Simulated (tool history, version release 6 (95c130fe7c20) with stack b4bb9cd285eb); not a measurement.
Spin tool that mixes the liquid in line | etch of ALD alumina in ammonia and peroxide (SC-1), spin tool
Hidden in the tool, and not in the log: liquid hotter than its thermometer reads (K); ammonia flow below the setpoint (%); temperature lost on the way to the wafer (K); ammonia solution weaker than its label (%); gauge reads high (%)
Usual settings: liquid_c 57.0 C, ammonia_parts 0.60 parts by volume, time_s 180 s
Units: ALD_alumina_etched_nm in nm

run   hour  liquid_c  ammonia_parts  time_s  wafers since the last listed run  hours since the thermometer was replaced  hours since the ammonia flow meter was replaced  hours since the heated supply line was repaired  hours since the drum of ammonia solution was connected  hours since the gauge calibration  read-back film thickness of the ALD alumina reference wafer, read on the same gauge (nm)  ALD_alumina_etched_nm
  1    0.0      57.0           0.65     180                                 0                                    1709.9                                            519.6                                           2235.8                                                   415.0                              136.8                                                                                    120.00                  14.65
  2   28.5      57.0           0.65     180                               256                                    1738.4                                            548.1                                           2264.3                                                   443.5                              165.3                                                                                    120.02                  14.80
  3   52.7      63.0           0.60      95                               217                                    1762.6                                            572.3                                           2288.5                                                   467.7                              189.5                                                                                    120.00                  10.56
  4   83.6      57.0           0.60     180                               277                                    1793.5                                            603.2                                           2319.4                                                   498.6                              220.4                                                                                    119.99                  14.38
  5  124.5      57.0           0.60     180                               367                                    1834.4                                            644.1                                           2360.3                                                   539.5                              261.3                                                                                    120.01                  14.61
  6  176.0      57.0           0.60     260                               463                                    1885.9                                            695.6                                           2411.8                                                   591.0                              312.8                                                                                    120.00                  20.79
     221.2  -- heated supply line repaired
  7  221.7      57.0           0.70     180                               402                                    1931.6                                            741.3                                              0.5                                                   636.7                              358.5                                                                                    120.01                  17.22
     233.0  -- gauge calibrated
     241.1  -- thermometer replaced
  8  268.1      57.0           0.60     180                               408                                      27.0                                            787.7                                             46.9                                                   683.1                               35.1                                                                                    120.00                  16.74
  9  296.6      57.0           0.60     180                               256                                      55.5                                            816.2                                             75.4                                                   711.6                               63.6                                                                                    119.99                  16.48
     304.1  -- new drum of ammonia solution connected
 10  338.2      57.0           0.75     180                               365                                      97.1                                            857.8                                            117.0                                                    34.1                              105.2                                                                                    120.04                  17.16
 11  376.8      57.0           0.60     180                               347                                     135.7                                            896.4                                            155.6                                                    72.7                              143.8                                                                                    119.98                  16.37
 12  413.5      57.0           0.40      70                               330                                     172.4                                            933.1                                            192.3                                                   109.4                              180.5                                                                                    120.01                   6.13
 13  465.6      64.0           0.60     180                               468                                     224.5                                            985.2                                            244.4                                                   161.5                              232.6                                                                                    119.98                  23.69
     501.7  -- ammonia flow meter replaced
 14  504.7      57.0           0.75      95                               342                                     263.6                                              3.0                                            283.5                                                   200.6                              271.7                                                                                    119.99                   8.95
 15  572.4      48.0           0.40      85                               608                                     331.3                                             70.7                                            351.2                                                   268.3                              339.4                                                                                    119.98                   4.58
     597.4  -- gauge calibrated
 16  598.8      54.0           0.85     180                               237                                     357.7                                             97.1                                            377.6                                                   294.7                                1.4                                                                                    120.01                  14.39
 17  634.5      57.0           0.60     180                               321                                     393.4                                            132.8                                            413.3                                                   330.4                               37.1                                                                                    119.99                  16.32
 18  697.1      54.0           0.85     100                               563                                     456.0                                            195.4                                            475.9                                                   393.0                               99.7                                                                                    120.00                   7.87
 19  722.9      57.0           0.75     125                               232                                     481.8                                            221.2                                            501.7                                                   418.8                              125.5                                                                                    119.99                  11.54

Some steps in ALD_alumina_etched_nm between neighbouring runs. How much of each would the tool show without its hidden state too (settings, what came in, random variation), and how much is left for the hidden state, with any gauge scatter that isn't in both results?
Run 6 -> 7: ammonia_parts 0.60 -> 0.70, time_s 260 -> 180, heated supply line repaired. ALD_alumina_etched_nm -3.57 nm: hidden state +3.42, all else -6.99.
Run 12 -> 13: liquid_c 57.0 -> 64.0, ammonia_parts 0.40 -> 0.60, time_s 70 -> 180. ALD_alumina_etched_nm +17.56 nm: hidden state -0.47, all else +18.03.
